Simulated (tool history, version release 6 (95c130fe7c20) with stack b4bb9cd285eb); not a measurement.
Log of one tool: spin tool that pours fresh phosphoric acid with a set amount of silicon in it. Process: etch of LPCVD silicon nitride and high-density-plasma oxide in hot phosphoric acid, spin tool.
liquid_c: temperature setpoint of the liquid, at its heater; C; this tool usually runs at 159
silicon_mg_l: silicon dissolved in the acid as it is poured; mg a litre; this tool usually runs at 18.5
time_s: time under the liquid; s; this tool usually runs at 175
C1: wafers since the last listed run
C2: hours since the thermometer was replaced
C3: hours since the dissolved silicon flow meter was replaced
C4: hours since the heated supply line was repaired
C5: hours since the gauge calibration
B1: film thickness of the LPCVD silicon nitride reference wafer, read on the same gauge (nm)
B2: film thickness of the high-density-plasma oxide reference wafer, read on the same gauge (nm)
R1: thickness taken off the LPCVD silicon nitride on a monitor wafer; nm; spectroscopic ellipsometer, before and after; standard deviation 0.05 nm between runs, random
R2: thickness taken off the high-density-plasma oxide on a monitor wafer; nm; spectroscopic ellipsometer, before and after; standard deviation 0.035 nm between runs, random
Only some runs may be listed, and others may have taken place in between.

Run 1, hour 0: usual settings; C1 0; C2 2114; C3 565.1; C4 11.5; C5 23.9; B1 110.04; B2 80.029. Result: R1 10.64 nm, R2 0.554 nm.
Run 2, hour 10.7: usual settings; C1 90; C2 2124.7; C3 575.8; C4 22.2; C5 34.6; B1 110.01; B2 79.992. Result: R1 10.75 nm, R2 0.508 nm.
Run 3, hour 19.2: usual settings but liquid_c 160 C, silicon_mg_l 22.5 mg a litre; C1 72; C2 2133.2; C3 584.3; C4 30.7; C5 43.1; B1 109.99; B2 79.983. Result: R1 11.1 nm, R2 0.552 nm.
At hour 25.7: dissolved silicon flow meter replaced.
Run 4, hour 29.7: usual settings but liquid_c 156.5 C, time_s 105 s; C1 80; C2 2143.7; C3 4; C4 41.2; C5 53.6; B1 110; B2 79.96. Result: R1 5.82 nm, R2 0.266 nm.
Run 5, hour 43.3: usual settings; C1 115; C2 2157.3; C3 17.6; C4 54.8; C5 67.2; B1 109.99; B2 79.974. Result: R1 10.7 nm, R2 0.553 nm.
Run 6, hour 56.1: usual settings but liquid_c 161 C, silicon_mg_l 9 mg a litre, time_s 210 s; C1 108; C2 2170.1; C3 30.4; C4 67.6; C5 80; B1 110; B2 79.989. Result: R1 13.65 nm, R2 0.953 nm.
Run 7, hour 73: usual settings but silicon_mg_l 26.5 mg a litre; C1 143; C2 2187; C3 47.3; C4 84.5; C5 96.9; B1 109.99; B2 80.027. Result: R1 10.68 nm, R2 0.479 nm.
At hour 80.1: thermometer replaced.
Run 8, hour 82.8: usual settings but liquid_c 158 C, time_s 130 s; C1 74; C2 2.7; C3 57.1; C4 94.3; C5 106.7; B1 109.99; B2 80.047. Result: R1 8.42 nm, R2 0.455 nm.
Run 9, hour 90.4: usual settings but time_s 270 s; C1 64; C2 10.3; C3 64.7; C4 101.9; C5 114.3; B1 109.97; B2 79.969. Result: R1 17.98 nm, R2 0.995 nm.
Run 10, hour 98.6: usual settings but silicon_mg_l 31 mg a litre, time_s 230 s; C1 69; C2 18.5; C3 72.9; C4 110.1; C5 122.5; B1 110.02; B2 80.018. Result: R1 15.34 nm, R2 0.584 nm.
Run 11, hour 105.7: usual settings; C1 60; C2 25.6; C3 80; C4 117.2; C5 129.6; B1 110; B2 79.967. Result: R1 11.62 nm, R2 0.622 nm.
Run 12, hour 115: usual settings but silicon_mg_l 12.5 mg a litre, time_s 240 s; C1 78; C2 34.9; C3 89.3; C4 126.5; C5 138.9; B1 109.98; B2 79.961. Result: R1 15.9 nm, R2 0.974 nm.
Run 13, hour 132.5: usual settings; C1 148; C2 52.4; C3 106.8; C4 144; C5 156.4; B1 110.01; B2 80.046. Result: R1 11.58 nm, R2 0.638 nm.
Run 14, hour 139.6: usual settings but liquid_c 160.5 C, silicon_mg_l 13.5 mg a litre; C1 60; C2 59.5; C3 113.9; C4 151.1; C5 163.5; B1 109.97; B2 80.011. Result: R1 12.14 nm, R2 0.8 nm.
Run 15, hour 146: usual settings but liquid_c 157.5 C, silicon_mg_l 29.5 mg a litre, time_s 140 s; C1 54; C2 65.9; C3 120.3; C4 157.5; C5 169.9; B1 110; B2 79.974. Result: R1 8.8 nm, R2 0.366 nm.
Run 16, hour 152.3: usual settings but liquid_c 161 C, silicon_mg_l 24 mg a litre, time_s 95 s; C1 53; C2 72.2; C3 126.6; C4 163.8; C5 176.2; B1 110.01; B2 80.016. Result: R1 6.72 nm, R2 0.343 nm.
Run 17, hour 161.1: usual settings; C1 74; C2 81; C3 135.4; C4 172.6; C5 185; B1 109.98; B2 80. Result: R1 11.58 nm, R2 0.673 nm.
Run 18, hour 177.2: usual settings but time_s 220 s; C1 136; C2 97.1; C3 151.5; C4 188.7; C5 201.1; B1 110.02; B2 80.049. Result: R1 14.51 nm, R2 0.797 nm.
Run 19, hour 194.1: usual settings but liquid_c 160.5 C, silicon_mg_l 29 mg a litre, time_s 100 s; C1 143; C2 114; C3 168.4; C4 205.6; C5 218; B1 109.98; B2 80.025. Result: R1 6.92 nm, R2 0.3 nm.
Run 20, hour 210.5: usual settings but liquid_c 161 C, silicon_mg_l 30 mg a litre, time_s 205 s; C1 139; C2 130.4; C3 184.8; C4 222; C5 234.4; B1 110.04; B2 80.004. Result: R1 14.53 nm, R2 0.625 nm.

5 ways to go on from here, each from the tool as it stands after run 20. What would each give?
Run A, hour 211: usual settings; C1 4; C2 130.9; C3 185.3; C4 222.5; C5 234.9; B1 ?; B2 ?. Result: R1 ?, R2 ?.
Run B, hour 211: usual settings but silicon_mg_l 24.5 mg a litre, time_s 255 s; C1 4; C2 130.9; C3 185.3; C4 222.5; C5 234.9; B1 ?; B2 ?. Result: R1 ?, R2 ?.
Run C, hour 211: usual settings but liquid_c 157.5 C, silicon_mg_l 9 mg a litre, time_s 110 s; C1 4; C2 130.9; C3 185.3; C4 222.5; C5 234.9; B1 ?; B2 ?. Result: R1 ?, R2 ?.
Run D, hour 211: usual settings but time_s 85 s; C1 4; C2 130.9; C3 185.3; C4 222.5; C5 234.9; B1 ?; B2 ?. Result: R1 ?, R2 ?.
Run E, hour 211: usual settings but liquid_c 161 C, silicon_mg_l 12.5 mg a litre, time_s 110 s; C1 4; C2 130.9; C3 185.3; C4 222.5; C5 234.9; B1 ?; B2 ?. Result: R1 ?, R2 ?.

run      B1      B2     R1     R2
  A  109.99  79.959  11.51   0.62
  B  109.99  79.959  16.77  0.756
  C  109.99  79.959   6.88  0.439
  D  109.99  79.959   5.59  0.301
  E  109.99  79.959   7.74  0.527
With the hidden condition removed and each run's random variation left untouched, the same runs would have given:
run     R1     R2
  A  11.62  0.633
  B  16.93  0.771
  C   6.94  0.448
  D   5.64  0.308
  E   7.81  0.537
